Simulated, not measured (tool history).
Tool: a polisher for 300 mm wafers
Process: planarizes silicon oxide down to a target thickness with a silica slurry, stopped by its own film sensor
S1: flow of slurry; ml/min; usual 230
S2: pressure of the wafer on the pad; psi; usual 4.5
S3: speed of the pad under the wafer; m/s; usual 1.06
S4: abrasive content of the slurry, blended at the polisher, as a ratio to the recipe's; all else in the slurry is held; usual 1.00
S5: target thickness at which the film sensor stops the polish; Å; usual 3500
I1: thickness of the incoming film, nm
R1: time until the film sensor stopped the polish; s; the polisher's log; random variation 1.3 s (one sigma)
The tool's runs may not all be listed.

run 1 hour=0.0 | S1=230 S2=4.5 S3=0.80 S4=1.00 S5=3500 | I1=616.2 | R1=109.3
run 2 hour=13.9 | S1=230 S2=4.5 S3=1.06 S4=1.00 S5=3500 | I1=610.8 | R1=87.1
-- hour=64.2 slurry blender recalibrated
run 3 hour=66.0 | S1=230 S2=4.5 S3=1.06 S4=1.00 S5=3500 | I1=615.6 | R1=91.2
run 4 hour=87.6 | S1=230 S2=4.5 S3=1.06 S4=1.00 S5=3500 | I1=621.4 | R1=94.4
-- hour=112.1 worn pad replaced by a new one
run 5 hour=113.9 | S1=230 S2=4.5 S3=1.32 S4=1.00 S5=3500 | I1=624.2 | R1=82.1
run 6 hour=127.2 | S1=230 S2=4.5 S3=1.06 S4=1.00 S5=3500 | I1=626.1 | R1=97.7
run 7 hour=140.3 | S1=230 S2=4.5 S3=1.06 S4=1.00 S5=3500 | I1=611.9 | R1=90.8
run 8 hour=202.6 | S1=230 S2=4.5 S3=1.06 S4=1.00 S5=3500 | I1=608.8 | R1=90.3
run 9 hour=215.1 | S1=165 S2=4.5 S3=1.06 S4=1.00 S5=2670 | I1=614.3 | R1=122.1
-- hour=227.2 slurry blender recalibrated
run 10 hour=241.7 | S1=230 S2=4.5 S3=1.06 S4=1.00 S5=4290 | I1=625.5 | R1=67.6
run 11 hour=260.4 | S1=170 S2=3.3 S3=1.06 S4=1.20 S5=3980 | I1=628.3 | R1=90.5
run 12 hour=274.6 | S1=230 S2=4.5 S3=1.06 S4=1.00 S5=3500 | I1=624.6 | R1=96.1
-- hour=281.1 worn pad replaced by a new one
run 13 hour=291.7 | S1=230 S2=4.5 S3=1.06 S4=1.15 S5=3500 | I1=623.3 | R1=86.1
run 14 hour=315.3 | S1=205 S2=5.9 S3=1.28 S4=1.00 S5=4040 | I1=624.5 | R1=52.9
run 15 hour=341.1 | S1=230 S2=4.5 S3=1.40 S4=1.00 S5=3500 | I1=620.4 | R1=80.9
run 16 hour=365.4 | S1=230 S2=4.5 S3=1.22 S4=0.85 S5=3500 | I1=619.6 | R1=99.0
-- hour=383.1 conditioning disc replaced and pad reconditioned
-- hour=402.4 slurry blender recalibrated
run 17 hour=467.9 | S1=230 S2=4.5 S3=1.06 S4=1.00 S5=3500 | I1=618.3 | R1=93.6
-- hour=471.4 head pressure recalibrated
-- hour=488.0 worn pad replaced by a new one
run 18 hour=493.2 | S1=230 S2=5.1 S3=1.06 S4=1.20 S5=3840 | I1=615.5 | R1=63.9
-- hour=507.9 slurry nozzle cleaned
run 19 hour=517.2 | S1=230 S2=4.5 S3=1.06 S4=1.00 S5=3500 | I1=611.9 | R1=90.7
run 20 hour=546.7 | S1=230 S2=3.6 S3=1.06 S4=1.00 S5=3500 | I1=622.1 | R1=114.1
run 21 hour=574.5 | S1=230 S2=4.5 S3=1.06 S4=1.00 S5=3500 | I1=622.5 | R1=93.1
-- hour=600.1 slurry blender recalibrated
run 22 hour=603.9 | S1=230 S2=4.5 S3=0.80 S4=1.00 S5=3500 | I1=624.3 | R1=112.6
run 23 hour=638.4 | S1=230 S2=4.5 S3=1.06 S4=1.00 S5=3500 | I1=613.1 | R1=90.5
-- hour=660.7 worn pad replaced by a new one
run 24 hour=661.2 | S1=180 S2=3.6 S3=1.18 S4=0.90 S5=3500 | I1=620.2 | R1=116.9
run 25 hour=698.7 | S1=230 S2=4.5 S3=1.06 S4=1.00 S5=3500 | I1=621.9 | R1=95.5

4 ways to go on from here, each from the tool as it stands after run 25. What would each give?
run A hour=699.1 | S1=185 S2=4.5 S3=1.06 S4=1.00 S5=3500 | I1=626.5 | R1=?
run B hour=699.1 | S1=165 S2=5.2 S3=1.06 S4=1.00 S5=3500 | I1=626.5 | R1=?
run C hour=699.1 | S1=195 S2=5.1 S3=1.06 S4=1.00 S5=3500 | I1=626.5 | R1=?
run D hour=699.1 | S1=170 S2=4.0 S3=1.06 S4=0.70 S5=3500 | I1=626.5 | R1=?

run=A R1=97.9
run=B R1=87.1
run=C R1=87.6
run=D R1=160.4
Without the tool's hidden state the same runs would have given:
run=A R1=97.9
run=B R1=87.1
run=C R1=87.6
run=D R1=160.4
